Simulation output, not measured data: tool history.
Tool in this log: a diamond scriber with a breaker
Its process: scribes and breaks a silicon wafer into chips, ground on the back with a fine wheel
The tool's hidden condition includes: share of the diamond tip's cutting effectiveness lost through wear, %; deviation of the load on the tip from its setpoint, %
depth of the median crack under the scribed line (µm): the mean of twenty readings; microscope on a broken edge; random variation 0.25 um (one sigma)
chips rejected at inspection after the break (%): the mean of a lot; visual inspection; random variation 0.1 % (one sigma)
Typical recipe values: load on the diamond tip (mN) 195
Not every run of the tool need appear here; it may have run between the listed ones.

| run | hour | load on the diamond tip (mN) | wafers since the last listed run | hours since the diamond tip was replaced | hours since the load on the tip was calibrated | incoming depth of the damage left on the back of the incoming wafer, um | depth of the median crack under the scribed line (µm) | chips rejected at inspection after the break (%) |
|---|---|---|---|---|---|---|---|---|
| 1 | 0.0 | 233 | 0 | 271.9 | 232.7 | 2.50 | 16.44 | 1.82 |
| 2 | 91.2 | 241 | 424 | 363.1 | 323.9 | 2.22 | 16.99 | 1.93 |
| 3 | 196.1 | 195 | 487 | 468.0 | 428.8 | 2.33 | 14.85 | 1.81 |
| 4 | 285.8 | 195 | 417 | 557.7 | 518.5 | 2.17 | 14.39 | 1.82 |
| 5 | 321.9 | 195 | 167 | 593.8 | 554.6 | 2.13 | 14.75 | 1.93 |
| 6 | 395.3 | 195 | 341 | 667.2 | 628.0 | 1.54 | 14.41 | 1.56 |
| 7 | 448.6 | 195 | 247 | 720.5 | 681.3 | 2.97 | 14.71 | 2.74 |
|  | 512.5 | diamond tip replaced by a new one |
| 8 | 524.7 | 195 | 344 | 12.2 | 757.4 | 1.89 | 14.68 | 1.98 |
| 9 | 608.5 | 195 | 389 | 96.0 | 841.2 | 1.99 | 14.10 | 1.95 |
| 10 | 660.9 | 195 | 243 | 148.4 | 893.6 | 2.15 | 14.32 | 1.86 |
| 11 | 709.6 | 223 | 226 | 197.1 | 942.3 | 2.19 | 15.27 | 1.44 |
| 12 | 791.6 | 223 | 381 | 279.1 | 1024.3 | 1.94 | 15.24 | 1.13 |
| 13 | 848.6 | 195 | 265 | 336.1 | 1081.3 | 2.00 | 14.22 | 2.18 |
| 14 | 928.3 | 195 | 370 | 415.8 | 1161.0 | 2.62 | 14.16 | 2.19 |
| 15 | 1022.2 | 195 | 436 | 509.7 | 1254.9 | 2.59 | 14.28 | 2.26 |
| 16 | 1099.6 | 195 | 359 | 587.1 | 1332.3 | 2.73 | 14.14 | 2.99 |
| 17 | 1160.2 | 195 | 281 | 647.7 | 1392.9 | 1.62 | 14.19 | 2.03 |
| 18 | 1208.2 | 238 | 223 | 695.7 | 1440.9 | 2.15 | 15.37 | 1.18 |
|  | 1247.6 | diamond tip replaced by a new one |
| 19 | 1248.8 | 195 | 179 | 1.2 | 1481.5 | 2.71 | 14.44 | 2.90 |
| 20 | 1323.4 | 195 | 346 | 75.8 | 1556.1 | 1.58 | 14.31 | 1.86 |
| 21 | 1374.1 | 214 | 235 | 126.5 | 1606.8 | 1.68 | 15.52 | 1.47 |
|  | 1466.5 | load on the tip recalibrated |
| 22 | 1472.7 | 174 | 449 | 225.1 | 6.2 | 2.95 | 14.62 | 2.18 |
| 23 | 1541.3 | 147 | 319 | 293.7 | 74.8 | 2.52 | 13.29 | 4.72 |
| 24 | 1609.2 | 242 | 315 | 361.6 | 142.7 | 2.12 | 17.23 | 2.37 |
| 25 | 1660.8 | 243 | 239 | 413.2 | 194.3 | 2.16 | 17.13 | 2.41 |
| 26 | 1737.6 | 150 | 357 | 490.0 | 271.1 | 2.93 | 13.50 | 5.23 |
| 27 | 1830.7 | 232 | 432 | 583.1 | 364.2 | 2.47 | 16.68 | 1.77 |
| 28 | 1934.7 | 195 | 483 | 687.1 | 468.2 | 1.61 | 14.78 | 1.36 |
| 29 | 1986.0 | 222 | 238 | 738.4 | 519.5 | 2.17 | 16.09 | 1.50 |
|  | 2009.0 | diamond tip replaced by a new one |
| 30 | 2051.7 | 151 | 296 | 42.7 | 585.2 | 1.87 | 12.76 | 5.58 |
| 31 | 2127.4 | 230 | 352 | 118.4 | 660.9 | 2.45 | 16.20 | 1.43 |
| 32 | 2268.8 | 223 | 657 | 259.8 | 802.3 | 2.53 | 15.77 | 1.38 |
| 33 | 2437.3 | 166 | 783 | 428.3 | 970.8 | 2.07 | 13.48 | 4.02 |
| 34 | 2487.5 | 159 | 233 | 478.5 | 1021.0 | 1.59 | 12.89 | 5.13 |
| 35 | 2530.9 | 195 | 201 | 521.9 | 1064.4 | 1.73 | 14.78 | 1.81 |
| 36 | 2624.0 | 231 | 432 | 615.0 | 1157.5 | 2.93 | 15.59 | 1.94 |
|  | 2704.2 | diamond tip replaced by a new one |
| 37 | 2704.7 | 153 | 366 | 0.5 | 1238.2 | 2.83 | 12.62 | 7.71 |
| 38 | 2761.6 | 195 | 264 | 57.4 | 1295.1 | 2.99 | 14.49 | 3.22 |
| 39 | 2851.8 | 160 | 419 | 147.6 | 1385.3 | 1.66 | 12.91 | 5.39 |
| 40 | 2910.6 | 171 | 273 | 206.4 | 1444.1 | 2.24 | 13.64 | 4.58 |

Predict each of these 5 candidate next runs independently; none follows another, all start after run 40:
| A | 2911.1 | 138 | 2 | 206.9 | 1444.6 | 2.20 | ? | ? |
| B | 2911.1 | 217 | 2 | 206.9 | 1444.6 | 2.20 | ? | ? |
| C | 2911.1 | 154 | 2 | 206.9 | 1444.6 | 2.20 | ? | ? |
| D | 2911.1 | 220 | 2 | 206.9 | 1444.6 | 2.20 | ? | ? |
| E | 2911.1 | 137 | 2 | 206.9 | 1444.6 | 2.20 | ? | ? |

| run | depth of the median crack under the scribed line (µm) | chips rejected at inspection after the break (%) |
|---|---|---|
| A | 11.95 | 9.59 |
| B | 15.09 | 1.36 |
| C | 12.62 | 6.58 |
| D | 15.21 | 1.31 |
| E | 11.91 | 9.81 |
What these runs would have given with no unlogged condition in the tool:
| run | depth of the median crack under the scribed line (µm) | chips rejected at inspection after the break (%) |
|---|---|---|
| A | 12.99 | 5.22 |
| B | 16.41 | 1.60 |
| C | 13.72 | 3.20 |
| D | 16.53 | 1.71 |
| E | 12.95 | 5.38 |
